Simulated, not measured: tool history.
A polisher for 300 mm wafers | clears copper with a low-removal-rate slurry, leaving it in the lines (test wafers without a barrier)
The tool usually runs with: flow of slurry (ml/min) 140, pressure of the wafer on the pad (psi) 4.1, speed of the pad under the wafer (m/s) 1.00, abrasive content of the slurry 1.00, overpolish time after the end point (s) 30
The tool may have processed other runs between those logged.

run   hour  flow of slurry (ml/min)  pressure of the wafer on the pad (psi)  speed of the pad under the wafer (m/s)  abrasive content of the slurry  overpolish time after the end point (s)  incoming thickness of the incoming film, nm  time until the end point was called (s)  dishing of a wide line in a test structure (Å)
  1    0.0                      140                                     4.1                                    1.00                            1.00                                       30                                        554.2                                    136.4                                             587
  2   10.9                      140                                     4.1                                    1.00                            1.00                                       30                                        561.3                                    145.0                                             590
  3   22.6                      140                                     4.1                                    1.00                            1.00                                       30                                        561.9                                    144.9                                             588
  4   34.9                      140                                     4.1                                    1.00                            1.00                                       30                                        550.7                                    142.0                                             613
  5   42.5                      140                                     4.1                                    1.00                            1.00                                       30                                        559.9                                    141.6                                             606
  6   57.0                      140                                     4.1                                    1.00                            1.00                                       30                                        552.3                                    143.2                                             598
  7   64.0                      140                                     4.1                                    1.00                            1.00                                       30                                        562.3                                    143.8                                             575
  8   74.2                      140                                     4.1                                    1.00                            1.00                                       30                                        557.7                                    147.4                                             589
  9   89.8                      140                                     4.1                                    0.74                            0.80                                       30                                        559.4                                    204.2                                             461
 10  102.0                      140                                     4.1                                    0.74                            0.80                                       30                                        560.2                                    210.6                                             456
     106.4  -- slurry nozzle cleaned
     106.6  -- slurry blender recalibrated
 11  112.5                      140                                     4.1                                    1.00                            1.00                                       30                                        566.5                                    133.0                                             625
 12  130.2                      140                                     4.1                                    1.00                            1.00                                       30                                        559.1                                    133.7                                             654
 13  136.2                      175                                     4.1                                    0.80                            1.00                                       30                                        549.5                                    157.5                                             550
     150.6  -- worn pad replaced by a new one
 14  151.1                       95                                     5.0                                    1.18                            1.00                                       30                                        560.0                                    107.2                                             721
 15  158.5                      140                                     4.1                                    1.00                            1.00                                       30                                        559.0                                    132.6                                             634
     181.5  -- head pressure recalibrated
 16  208.2                      140                                     4.1                                    0.76                            1.00                                       30                                        559.2                                    170.6                                             532
 17  217.4                      160                                     4.1                                    1.18                            1.00                                       30                                        553.9                                    110.6                                             703
 18  228.0                      140                                     4.1                                    0.76                            1.00                                       30                                        560.2                                    173.2                                             527
 19  245.2                      165                                     5.1                                    1.00                            0.80                                       38                                        559.5                                    112.4                                             787
 20  262.0                      125                                     3.2                                    0.80                            1.00                                       30                                        561.5                                    208.7                                             444
 21  269.6                      100                                     4.1                                    1.10                            1.00                                       30                                        562.2                                    135.0                                             647
 22  282.1                      140                                     4.1                                    1.00                            0.80                                       39                                        556.5                                    144.3                                             697
 23  297.9                      140                                     4.1                                    1.12                            1.30                                       39                                        561.1                                    110.3                                             804
 24  309.6                      140                                     4.1                                    1.00                            1.00                                       30                                        556.1                                    134.0                                             614
 25  318.9                      175                                     4.1                                    1.14                            1.30                                       30                                        562.3                                    109.4                                             685
 26  332.8                      155                                     3.0                                    1.32                            1.00                                       30                                        569.2                                    132.1                                             620
 27  341.1                      140                                     4.6                                    1.00                            1.00                                       45                                        547.6                                    119.0                                             815

5 ways to go on from here, each from the tool as it stands after run 27. What would each give?
  A  341.6                      140                                     4.1                                    1.00                            1.00                                       30                                        552.3                                        ?                                               ?
  B  341.6                      140                                     4.1                                    1.00                            1.10                                       30                                        552.3                                        ?                                               ?
  C  341.6                      140                                     2.7                                    0.90                            0.80                                       30                                        552.3                                        ?                                               ?
  D  341.6                      140                                     3.2                                    1.10                            0.75                                       23                                        552.3                                        ?                                               ?
  E  341.6                      140                                     3.3                                    1.00                            1.25                                       15                                        552.3                                        ?                                               ?

run  time until the end point was called (s)  dishing of a wide line in a test structure (Å)
  A                                    134.2                                             628
  B                                    131.3                                             636
  C                                    219.5                                             440
  D                                    159.4                                             461
  E                                    152.5                                             343
Without the tool's hidden state the same runs would have given:
run  time until the end point was called (s)  dishing of a wide line in a test structure (Å)
  A                                    130.5                                             639
  B                                    127.6                                             647
  C                                    213.6                                             449
  D                                    155.1                                             470
  E                                    148.1                                             351
